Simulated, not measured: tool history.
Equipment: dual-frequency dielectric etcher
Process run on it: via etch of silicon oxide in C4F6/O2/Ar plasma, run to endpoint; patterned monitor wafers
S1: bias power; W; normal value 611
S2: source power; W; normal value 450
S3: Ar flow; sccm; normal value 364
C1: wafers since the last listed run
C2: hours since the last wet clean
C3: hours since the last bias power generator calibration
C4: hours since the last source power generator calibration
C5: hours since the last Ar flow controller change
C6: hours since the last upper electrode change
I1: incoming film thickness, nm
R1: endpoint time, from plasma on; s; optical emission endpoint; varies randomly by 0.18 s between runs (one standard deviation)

{"run": 1, "hour": 0.0, "S1": 611, "S2": 450, "S3": 407, "C1": 0, "C2": 41.2, "C3": 3386.6, "C4": 1403.2, "C5": 3202.4, "C6": 2262.7, "I1": 139, "R1": 27.9}
{"run": 2, "hour": 22.7, "S1": 611, "S2": 450, "S3": 407, "C1": 296, "C2": 63.9, "C3": 3409.3, "C4": 1425.9, "C5": 3225.1, "C6": 2285.4, "I1": 137.9, "R1": 27.7}
{"hour": 51.6, "done": "bias power generator calibrated"}
{"run": 3, "hour": 55.6, "S1": 611, "S2": 450, "S3": 407, "C1": 376, "C2": 96.8, "C3": 4, "C4": 1458.8, "C5": 3258, "C6": 2318.3, "I1": 138.4, "R1": 28.2}
{"run": 4, "hour": 84.9, "S1": 611, "S2": 450, "S3": 364, "C1": 382, "C2": 126.1, "C3": 33.3, "C4": 1488.1, "C5": 3287.3, "C6": 2347.6, "I1": 139.4, "R1": 27.9}
{"run": 5, "hour": 101.8, "S1": 611, "S2": 450, "S3": 292, "C1": 220, "C2": 143, "C3": 50.2, "C4": 1505, "C5": 3304.2, "C6": 2364.5, "I1": 138.5, "R1": 26.6}
{"hour": 120.1, "done": "source power generator calibrated"}
{"hour": 164.5, "done": "upper electrode replaced"}
{"run": 6, "hour": 173.2, "S1": 611, "S2": 450, "S3": 364, "C1": 566, "C2": 214.4, "C3": 121.6, "C4": 53.1, "C5": 3375.6, "C6": 8.7, "I1": 140.1, "R1": 28.7}
{"run": 7, "hour": 197.2, "S1": 700, "S2": 480, "S3": 364, "C1": 313, "C2": 238.4, "C3": 145.6, "C4": 77.1, "C5": 3399.6, "C6": 32.7, "I1": 138.8, "R1": 26}
{"run": 8, "hour": 224.7, "S1": 611, "S2": 510, "S3": 364, "C1": 358, "C2": 265.9, "C3": 173.1, "C4": 104.6, "C5": 3427.1, "C6": 60.2, "I1": 138.4, "R1": 27.2}
{"run": 9, "hour": 260.5, "S1": 681, "S2": 450, "S3": 364, "C1": 466, "C2": 301.7, "C3": 208.9, "C4": 140.4, "C5": 3462.9, "C6": 96, "I1": 138.6, "R1": 27}
{"run": 10, "hour": 277.4, "S1": 687, "S2": 530, "S3": 291, "C1": 220, "C2": 318.6, "C3": 225.8, "C4": 157.3, "C5": 3479.8, "C6": 112.9, "I1": 139.6, "R1": 24.7}
{"run": 11, "hour": 298.1, "S1": 611, "S2": 450, "S3": 364, "C1": 270, "C2": 339.3, "C3": 246.5, "C4": 178, "C5": 3500.5, "C6": 133.6, "I1": 140, "R1": 29.2}
{"run": 12, "hour": 316.3, "S1": 611, "S2": 370, "S3": 399, "C1": 237, "C2": 357.5, "C3": 264.7, "C4": 196.2, "C5": 3518.7, "C6": 151.8, "I1": 139.9, "R1": 31.2}
{"run": 13, "hour": 338.8, "S1": 611, "S2": 510, "S3": 391, "C1": 293, "C2": 380, "C3": 287.2, "C4": 218.7, "C5": 3541.2, "C6": 174.3, "I1": 137.3, "R1": 27.5}
{"run": 14, "hour": 352.2, "S1": 611, "S2": 450, "S3": 364, "C1": 174, "C2": 393.4, "C3": 300.6, "C4": 232.1, "C5": 3554.6, "C6": 187.7, "I1": 138.8, "R1": 28.7}
{"hour": 396.9, "done": "wet clean of the chamber"}
{"run": 15, "hour": 397.4, "S1": 611, "S2": 410, "S3": 405, "C1": 276, "C2": 0.5, "C3": 345.8, "C4": 277.3, "C5": 3599.8, "C6": 232.9, "I1": 140.8, "R1": 28.6}
{"hour": 410.1, "done": "Ar flow controller replaced"}
{"run": 16, "hour": 419.9, "S1": 568, "S2": 450, "S3": 408, "C1": 215, "C2": 23, "C3": 368.3, "C4": 299.8, "C5": 9.8, "C6": 255.4, "I1": 139.1, "R1": 29}
{"run": 17, "hour": 445.2, "S1": 611, "S2": 350, "S3": 364, "C1": 330, "C2": 48.3, "C3": 393.6, "C4": 325.1, "C5": 35.1, "C6": 280.7, "I1": 139.8, "R1": 29.4}
{"run": 18, "hour": 463.4, "S1": 611, "S2": 550, "S3": 443, "C1": 237, "C2": 66.5, "C3": 411.8, "C4": 343.3, "C5": 53.3, "C6": 298.9, "I1": 138.6, "R1": 26.3}
{"run": 19, "hour": 476.5, "S1": 706, "S2": 490, "S3": 391, "C1": 170, "C2": 79.6, "C3": 424.9, "C4": 356.4, "C5": 66.4, "C6": 312, "I1": 137.6, "R1": 24.9}
{"run": 20, "hour": 511.3, "S1": 476, "S2": 530, "S3": 414, "C1": 453, "C2": 114.4, "C3": 459.7, "C4": 391.2, "C5": 101.2, "C6": 346.8, "I1": 138.8, "R1": 30.9}
{"run": 21, "hour": 591.8, "S1": 611, "S2": 450, "S3": 364, "C1": 1050, "C2": 194.9, "C3": 540.2, "C4": 471.7, "C5": 181.7, "C6": 427.3, "I1": 139.2, "R1": 27.5}
{"run": 22, "hour": 605.6, "S1": 611, "S2": 450, "S3": 364, "C1": 180, "C2": 208.7, "C3": 554, "C4": 485.5, "C5": 195.5, "C6": 441.1, "I1": 137.5, "R1": 27.3}
{"run": 23, "hour": 619.9, "S1": 611, "S2": 450, "S3": 324, "C1": 186, "C2": 223, "C3": 568.3, "C4": 499.8, "C5": 209.8, "C6": 455.4, "I1": 138.8, "R1": 27.1}
{"run": 24, "hour": 640.7, "S1": 668, "S2": 360, "S3": 397, "C1": 271, "C2": 243.8, "C3": 589.1, "C4": 520.6, "C5": 230.6, "C6": 476.2, "I1": 139.6, "R1": 28.5}
{"run": 25, "hour": 671.0, "S1": 668, "S2": 360, "S3": 397, "C1": 395, "C2": 274.1, "C3": 619.4, "C4": 550.9, "C5": 260.9, "C6": 506.5, "I1": 137.4, "R1": 28.2}
{"run": 26, "hour": 695.0, "S1": 611, "S2": 450, "S3": 433, "C1": 313, "C2": 298.1, "C3": 643.4, "C4": 574.9, "C5": 284.9, "C6": 530.5, "I1": 139.2, "R1": 28.9}
{"run": 27, "hour": 723.1, "S1": 499, "S2": 540, "S3": 454, "C1": 366, "C2": 326.2, "C3": 671.5, "C4": 603, "C5": 313, "C6": 558.6, "I1": 140.3, "R1": 31.3}
{"run": 28, "hour": 741.9, "S1": 473, "S2": 370, "S3": 415, "C1": 245, "C2": 345, "C3": 690.3, "C4": 621.8, "C5": 331.8, "C6": 577.4, "I1": 139.6, "R1": 35.7}
{"run": 29, "hour": 756.7, "S1": 611, "S2": 450, "S3": 364, "C1": 193, "C2": 359.8, "C3": 705.1, "C4": 636.6, "C5": 346.6, "C6": 592.2, "I1": 139.6, "R1": 28.5}

Below are 4 alternative next runs, each starting from the tool's condition after run 29. Predict each:
{"run": "A", "hour": 757.1, "S1": 666, "S2": 450, "S3": 364, "C1": 5, "C2": 360.2, "C3": 705.5, "C4": 637, "C5": 347, "C6": 592.6, "I1": 137.2, "R1": "?"}
{"run": "B", "hour": 757.1, "S1": 699, "S2": 550, "S3": 364, "C1": 5, "C2": 360.2, "C3": 705.5, "C4": 637, "C5": 347, "C6": 592.6, "I1": 137.2, "R1": "?"}
{"run": "C", "hour": 757.1, "S1": 611, "S2": 550, "S3": 279, "C1": 5, "C2": 360.2, "C3": 705.5, "C4": 637, "C5": 347, "C6": 592.6, "I1": 137.2, "R1": "?"}
{"run": "D", "hour": 757.1, "S1": 720, "S2": 410, "S3": 364, "C1": 5, "C2": 360.2, "C3": 705.5, "C4": 637, "C5": 347, "C6": 592.6, "I1": 137.2, "R1": "?"}

run=A R1=26.7
run=B R1=24.6
run=C R1=25.3
run=D R1=26.2
With the hidden condition removed and each run's random variation left untouched, the same runs would have given:
run=A R1=25.6
run=B R1=23.6
run=C R1=24.3
run=D R1=25.2
